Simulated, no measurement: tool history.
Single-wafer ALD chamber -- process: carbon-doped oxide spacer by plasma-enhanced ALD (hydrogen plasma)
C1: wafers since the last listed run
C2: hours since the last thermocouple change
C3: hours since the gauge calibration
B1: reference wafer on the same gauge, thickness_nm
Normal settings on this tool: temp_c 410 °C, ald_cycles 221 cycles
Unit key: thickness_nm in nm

run 1 hour=0.0 | temp_c=410 ald_cycles=249 | C1=0 C2=1293.3 C3=247.9 | B1=10.004 | thickness_nm=11.934
run 2 hour=33.0 | temp_c=410 ald_cycles=221 | C1=51 C2=1326.3 C3=280.9 | B1=9.990 | thickness_nm=10.647
run 3 hour=87.4 | temp_c=410 ald_cycles=221 | C1=85 C2=1380.7 C3=335.3 | B1=9.999 | thickness_nm=10.575
run 4 hour=117.9 | temp_c=410 ald_cycles=221 | C1=47 C2=1411.2 C3=365.8 | B1=10.010 | thickness_nm=10.613
run 5 hour=189.2 | temp_c=410 ald_cycles=221 | C1=111 C2=1482.5 C3=437.1 | B1=9.981 | thickness_nm=10.595
run 6 hour=256.8 | temp_c=416 ald_cycles=221 | C1=106 C2=1550.1 C3=504.7 | B1=9.978 | thickness_nm=10.434
run 7 hour=312.7 | temp_c=410 ald_cycles=221 | C1=87 C2=1606.0 C3=560.6 | B1=10.004 | thickness_nm=10.574
run 8 hour=384.6 | temp_c=410 ald_cycles=221 | C1=112 C2=1677.9 C3=632.5 | B1=9.992 | thickness_nm=10.609
run 9 hour=481.3 | temp_c=410 ald_cycles=221 | C1=151 C2=1774.6 C3=729.2 | B1=9.984 | thickness_nm=10.657
-- hour=553.8 thermocouple changed; heater temperature recalibrated
run 10 hour=554.3 | temp_c=410 ald_cycles=221 | C1=102 C2=0.5 C3=802.2 | B1=9.997 | thickness_nm=10.662
run 11 hour=622.6 | temp_c=414 ald_cycles=178 | C1=107 C2=68.8 C3=870.5 | B1=9.987 | thickness_nm=8.433
run 12 hour=675.0 | temp_c=410 ald_cycles=221 | C1=82 C2=121.2 C3=922.9 | B1=9.995 | thickness_nm=10.593
run 13 hour=735.9 | temp_c=410 ald_cycles=242 | C1=95 C2=182.1 C3=983.8 | B1=10.011 | thickness_nm=11.524
run 14 hour=762.5 | temp_c=410 ald_cycles=184 | C1=41 C2=208.7 C3=1010.4 | B1=9.997 | thickness_nm=8.852
run 15 hour=822.3 | temp_c=410 ald_cycles=221 | C1=93 C2=268.5 C3=1070.2 | B1=9.998 | thickness_nm=10.619
-- hour=822.3 gauge calibrated
run 16 hour=871.4 | temp_c=396 ald_cycles=196 | C1=77 C2=317.6 C3=49.1 | B1=10.015 | thickness_nm=9.691
run 17 hour=937.5 | temp_c=421 ald_cycles=249 | C1=103 C2=383.7 C3=115.2 | B1=10.000 | thickness_nm=11.610
run 18 hour=1008.4 | temp_c=418 ald_cycles=221 | C1=111 C2=454.6 C3=186.1 | B1=10.016 | thickness_nm=10.302
run 19 hour=1223.4 | temp_c=422 ald_cycles=184 | C1=337 C2=669.6 C3=401.1 | B1=10.003 | thickness_nm=8.544
run 20 hour=1273.0 | temp_c=410 ald_cycles=221 | C1=77 C2=719.2 C3=450.7 | B1=10.007 | thickness_nm=10.576

Branching from run 20: 5 alternative next runs. What would each branch give?
run A hour=1273.7 | temp_c=405 ald_cycles=221 | C1=1 C2=719.9 C3=451.4 | B1=? | thickness_nm=?
run B hour=1273.7 | temp_c=410 ald_cycles=238 | C1=1 C2=719.9 C3=451.4 | B1=? | thickness_nm=?
run C hour=1273.7 | temp_c=410 ald_cycles=179 | C1=1 C2=719.9 C3=451.4 | B1=? | thickness_nm=?
run D hour=1273.7 | temp_c=399 ald_cycles=221 | C1=1 C2=719.9 C3=451.4 | B1=? | thickness_nm=?
run E hour=1273.7 | temp_c=418 ald_cycles=203 | C1=1 C2=719.9 C3=451.4 | B1=? | thickness_nm=?

run=A B1=10.023 thickness_nm=10.770
run=B B1=10.023 thickness_nm=11.443
run=C B1=10.023 thickness_nm=8.606
run=D B1=10.023 thickness_nm=10.944
run=E B1=10.023 thickness_nm=9.548
Without the tool's unlogged condition, the same runs would have read:
run=A thickness_nm=10.770
run=B thickness_nm=11.443
run=C thickness_nm=8.606
run=D thickness_nm=10.944
run=E thickness_nm=9.548
